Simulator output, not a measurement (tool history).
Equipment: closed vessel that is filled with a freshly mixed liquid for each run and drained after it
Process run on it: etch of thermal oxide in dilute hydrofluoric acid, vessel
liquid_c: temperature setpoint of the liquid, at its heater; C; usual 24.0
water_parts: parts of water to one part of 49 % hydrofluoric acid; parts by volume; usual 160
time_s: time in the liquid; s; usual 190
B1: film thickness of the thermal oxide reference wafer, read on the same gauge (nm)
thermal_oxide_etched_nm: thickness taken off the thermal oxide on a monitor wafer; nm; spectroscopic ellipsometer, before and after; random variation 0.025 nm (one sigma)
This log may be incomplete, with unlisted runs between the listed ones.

Run 1, day 0.000: usual settings; B1 30.00. Result: thermal_oxide_etched_nm 5.90 nm.
Run 2, day 1.154: usual settings; B1 30.01. Result: thermal_oxide_etched_nm 5.94 nm.
Run 3, day 3.375: usual settings; B1 29.98. Result: thermal_oxide_etched_nm 5.89 nm.
Run 4, day 6.896: usual settings; B1 30.02. Result: thermal_oxide_etched_nm 5.94 nm.
Run 5, day 8.167: usual settings; B1 30.01. Result: thermal_oxide_etched_nm 5.94 nm.
Run 6, day 10.938: usual settings; B1 29.99. Result: thermal_oxide_etched_nm 5.97 nm.
Run 7, day 12.129: usual settings but liquid_c 20.5 C, water_parts 125 parts by volume; B1 30.00. Result: thermal_oxide_etched_nm 6.96 nm.
At day 12.400: hydrofluoric acid flow meter replaced.
Run 8, day 13.879: usual settings but water_parts 180 parts by volume; B1 30.00. Result: thermal_oxide_etched_nm 5.16 nm.
Run 9, day 16.150: usual settings but water_parts 180 parts by volume; B1 29.99. Result: thermal_oxide_etched_nm 5.22 nm.
At day 17.354: thermometer replaced.
Run 10, day 18.367: usual settings; B1 30.01. Result: thermal_oxide_etched_nm 5.41 nm.
Run 11, day 19.975: usual settings but water_parts 195 parts by volume, time_s 155 s; B1 29.98. Result: thermal_oxide_etched_nm 3.50 nm.
Run 12, day 21.867: usual settings; B1 30.02. Result: thermal_oxide_etched_nm 5.44 nm.
Run 13, day 23.946: usual settings but liquid_c 27.0 C, water_parts 90 parts by volume, time_s 260 s; B1 29.99. Result: thermal_oxide_etched_nm 16.22 nm.
Run 14, day 26.938: usual settings; B1 29.98. Result: thermal_oxide_etched_nm 5.44 nm.
Run 15, day 28.354: usual settings but water_parts 115 parts by volume, time_s 85 s; B1 29.99. Result: thermal_oxide_etched_nm 3.57 nm.
At day 29.200: gauge calibrated.
Run 16, day 31.025: usual settings but liquid_c 20.5 C, time_s 265 s; B1 30.01. Result: thermal_oxide_etched_nm 6.65 nm.
Run 17, day 33.054: usual settings but water_parts 200 parts by volume; B1 30.01. Result: thermal_oxide_etched_nm 4.19 nm.
Run 18, day 35.308: usual settings but liquid_c 20.0 C, water_parts 110 parts by volume, time_s 85 s; B1 29.99. Result: thermal_oxide_etched_nm 3.24 nm.
Run 19, day 37.967: usual settings; B1 30.00. Result: thermal_oxide_etched_nm 5.52 nm.
Run 20, day 39.033: usual settings but liquid_c 20.5 C; B1 30.00. Result: thermal_oxide_etched_nm 4.88 nm.
Run 21, day 40.292: usual settings but liquid_c 22.0 C, water_parts 200 parts by volume, time_s 85 s; B1 29.98. Result: thermal_oxide_etched_nm 1.77 nm.

What was the tool's hidden state at every run in the log?
hydrofluoric acid flow below the setpoint (%): 0 across all the runs
gauge reads high (%): 0 across all the runs
H1: liquid hotter than its thermometer reads (K)
run     H1
  1   2.54
  2   2.57
  3   2.64
  4   2.76
  5    2.8
  6   2.89
  7   2.92
  8   2.98
  9   3.05
 10  0.248
 11    0.3
 12   0.36
 13  0.427
 14  0.523
 15  0.568
 16  0.654
 17  0.719
 18  0.791
 19  0.876
 20  0.911
 21  0.951
